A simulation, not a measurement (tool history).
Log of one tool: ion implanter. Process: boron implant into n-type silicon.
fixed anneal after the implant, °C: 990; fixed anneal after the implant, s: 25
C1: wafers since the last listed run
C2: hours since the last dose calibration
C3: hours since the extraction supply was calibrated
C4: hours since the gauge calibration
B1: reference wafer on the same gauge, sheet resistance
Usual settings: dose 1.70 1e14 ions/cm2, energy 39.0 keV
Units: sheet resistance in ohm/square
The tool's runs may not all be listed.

Run 1, hour 0.0: usual settings but dose 2.02 1e14 ions/cm2; C1 0; C2 2061.5; C3 5096.3; C4 22.4; B1 412.95. Result: sheet resistance 380.84 ohm/square.
Run 2, hour 12.0: usual settings but dose 2.02 1e14 ions/cm2; C1 230; C2 2073.5; C3 5108.3; C4 34.4; B1 412.97. Result: sheet resistance 382.46 ohm/square.
Run 3, hour 19.7: usual settings; C1 147; C2 2081.2; C3 5116.0; C4 42.1; B1 412.94. Result: sheet resistance 432.79 ohm/square.
Run 4, hour 33.7: usual settings but dose 1.45 1e14 ions/cm2; C1 268; C2 2095.2; C3 5130.0; C4 56.1; B1 413.12. Result: sheet resistance 482.43 ohm/square.
Run 5, hour 49.4: usual settings; C1 301; C2 2110.9; C3 5145.7; C4 71.8; B1 412.96. Result: sheet resistance 431.74 ohm/square.
Run 6, hour 57.7: usual settings; C1 159; C2 2119.2; C3 5154.0; C4 80.1; B1 413.04. Result: sheet resistance 431.08 ohm/square.
Run 7, hour 72.0: usual settings; C1 274; C2 2133.5; C3 5168.3; C4 94.4; B1 412.95. Result: sheet resistance 430.76 ohm/square.
Run 8, hour 78.3: usual settings; C1 120; C2 2139.8; C3 5174.6; C4 100.7; B1 413.10. Result: sheet resistance 431.29 ohm/square.
Run 9, hour 95.0: usual settings; C1 320; C2 2156.5; C3 5191.3; C4 117.4; B1 413.03. Result: sheet resistance 430.37 ohm/square.
Run 10, hour 110.2: usual settings but energy 42.5 keV; C1 291; C2 2171.7; C3 5206.5; C4 132.6; B1 412.92. Result: sheet resistance 424.96 ohm/square.
Run 11, hour 126.7: usual settings but energy 42.5 keV; C1 316; C2 2188.2; C3 5223.0; C4 149.1; B1 413.08. Result: sheet resistance 425.85 ohm/square.
Run 12, hour 134.6: usual settings but energy 42.5 keV; C1 151; C2 2196.1; C3 5230.9; C4 157.0; B1 413.06. Result: sheet resistance 426.28 ohm/square.
At hour 143.0: extraction supply calibrated.
Run 13, hour 143.5: usual settings but dose 1.42 1e14 ions/cm2; C1 17; C2 2205.0; C3 0.5; C4 165.9; B1 412.97. Result: sheet resistance 488.79 ohm/square.
Run 14, hour 157.5: usual settings but dose 1.42 1e14 ions/cm2; C1 268; C2 2219.0; C3 14.5; C4 179.9; B1 413.00. Result: sheet resistance 488.48 ohm/square.
At hour 179.8: Faraday cup replaced and dose calibrated.
Run 15, hour 180.3: usual settings but dose 2.06 1e14 ions/cm2, energy 44.5 keV; C1 283; C2 0.5; C3 37.3; C4 202.7; B1 413.01. Result: sheet resistance 382.31 ohm/square.
Run 16, hour 180.6: usual settings but dose 1.31 1e14 ions/cm2, energy 48.5 keV; C1 5; C2 0.8; C3 37.6; C4 203.0; B1 413.05. Result: sheet resistance 514.07 ohm/square.
Run 17, hour 189.7: usual settings; C1 174; C2 9.9; C3 46.7; C4 212.1; B1 413.07. Result: sheet resistance 445.72 ohm/square.
Run 18, hour 205.0: usual settings but dose 1.40 1e14 ions/cm2; C1 293; C2 25.2; C3 62.0; C4 227.4; B1 413.01. Result: sheet resistance 510.86 ohm/square.
Run 19, hour 222.3: usual settings but energy 49.5 keV; C1 331; C2 42.5; C3 79.3; C4 244.7; B1 413.08. Result: sheet resistance 427.46 ohm/square.
Run 20, hour 235.3: usual settings; C1 249; C2 55.5; C3 92.3; C4 257.7; B1 412.96. Result: sheet resistance 445.11 ohm/square.
Run 21, hour 242.7: usual settings but dose 1.93 1e14 ions/cm2, energy 48.5 keV; C1 141; C2 62.9; C3 99.7; C4 265.1; B1 412.91. Result: sheet resistance 392.99 ohm/square.
At hour 246.4: gauge calibrated.
Run 22, hour 257.2: usual settings but dose 1.93 1e14 ions/cm2, energy 46.5 keV; C1 278; C2 77.4; C3 114.2; C4 10.8; B1 412.95. Result: sheet resistance 394.55 ohm/square.
Run 23, hour 272.4: usual settings but dose 1.28 1e14 ions/cm2, energy 45.5 keV; C1 291; C2 92.6; C3 129.4; C4 26.0; B1 412.98. Result: sheet resistance 526.01 ohm/square.
Run 24, hour 288.2: usual settings but dose 2.14 1e14 ions/cm2, energy 31.0 keV; C1 302; C2 108.4; C3 145.2; C4 41.8; B1 413.14. Result: sheet resistance 388.33 ohm/square.
Run 25, hour 295.7: usual settings but energy 32.0 keV; C1 143; C2 115.9; C3 152.7; C4 49.3; B1 412.98. Result: sheet resistance 457.32 ohm/square.
Run 26, hour 307.1: usual settings but dose 1.87 1e14 ions/cm2, energy 26.0 keV; C1 218; C2 127.3; C3 164.1; C4 60.7; B1 412.99. Result: sheet resistance 439.53 ohm/square.
Run 27, hour 315.7: usual settings but dose 2.09 1e14 ions/cm2, energy 51.5 keV; C1 164; C2 135.9; C3 172.7; C4 69.3; B1 412.92. Result: sheet resistance 366.89 ohm/square.

Forecast run 28:
Run 28, hour 326.3: usual settings; C1 203; C2 146.5; C3 183.3; C4 79.9; B1 ?. Result: sheet resistance ?.

B1: 413.07
sheet resistance: 443.04 ohm/square
Without the tool's hidden state the same run would have given sheet resistance 446.32 ohm/square.
